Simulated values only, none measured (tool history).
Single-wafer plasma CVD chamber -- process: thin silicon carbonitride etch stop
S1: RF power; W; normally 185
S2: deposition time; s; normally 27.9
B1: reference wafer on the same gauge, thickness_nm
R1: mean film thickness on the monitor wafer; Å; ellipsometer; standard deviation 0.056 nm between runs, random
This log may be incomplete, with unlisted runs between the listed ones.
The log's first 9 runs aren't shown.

run	hour	S1	S2	B1	R1
10	638	185	27.9	13.689	154.75
# hour 651.5: gauge calibrated
11	742.1	185	27.9	13.71	153.22
12	845.9	170	22.8	13.713	122.55
13	887.4	185	27.9	13.696	154.77
# hour 903.7: showerhead replaced
14	937.2	185	30.6	13.697	169.76
15	1015.8	170	32.5	13.697	174.98
16	1063.9	210	30.3	13.705	174.33
17	1153.5	165	31.9	13.701	169.73
18	1206	170	31	13.703	166.34
19	1524.1	185	27.9	13.696	154.77
20	1560.7	185	29.8	13.706	165.96
21	1666.2	160	27.9	13.69	146.05
22	1711.7	215	24.6	13.697	144.08
23	1803.4	185	27.9	13.697	155.55
24	1880.5	185	27.9	13.702	155.28
25	1920.1	185	27.9	13.709	154.18
26	1996	185	27.9	13.707	154.01
27	2060.2	185	27.9	13.693	155.64
28	2101.5	215	32.6	13.692	189.59
29	2165	160	24.6	13.709	129.09
30	2226.7	165	25.5	13.692	135.48
31	2276.4	215	27.9	13.696	162.76
# hour 2352.8: thermocouple changed; heater temperature recalibrated
32	2365.2	160	31.1	13.699	164.51
33	2446	170	27.9	13.701	150.2
34	2507.3	185	27.9	13.687	154.36

Predict each of these 5 candidate next runs independently; none follows another, all start after run 34:
A	2507.7	185	23.9	?	?
B	2507.7	205	30.4	?	?
C	2507.7	185	33.5	?	?
D	2507.7	200	24	?	?
E	2507.7	155	33.1	?	?

run	B1	R1
A	13.71	132.09
B	13.71	174.18
C	13.71	185.14
D	13.71	136.33
E	13.71	171.62
Without the tool's unlogged condition, the same runs would have read:
run	R1
A	132.09
B	174.18
C	185.14
D	136.33
E	171.62
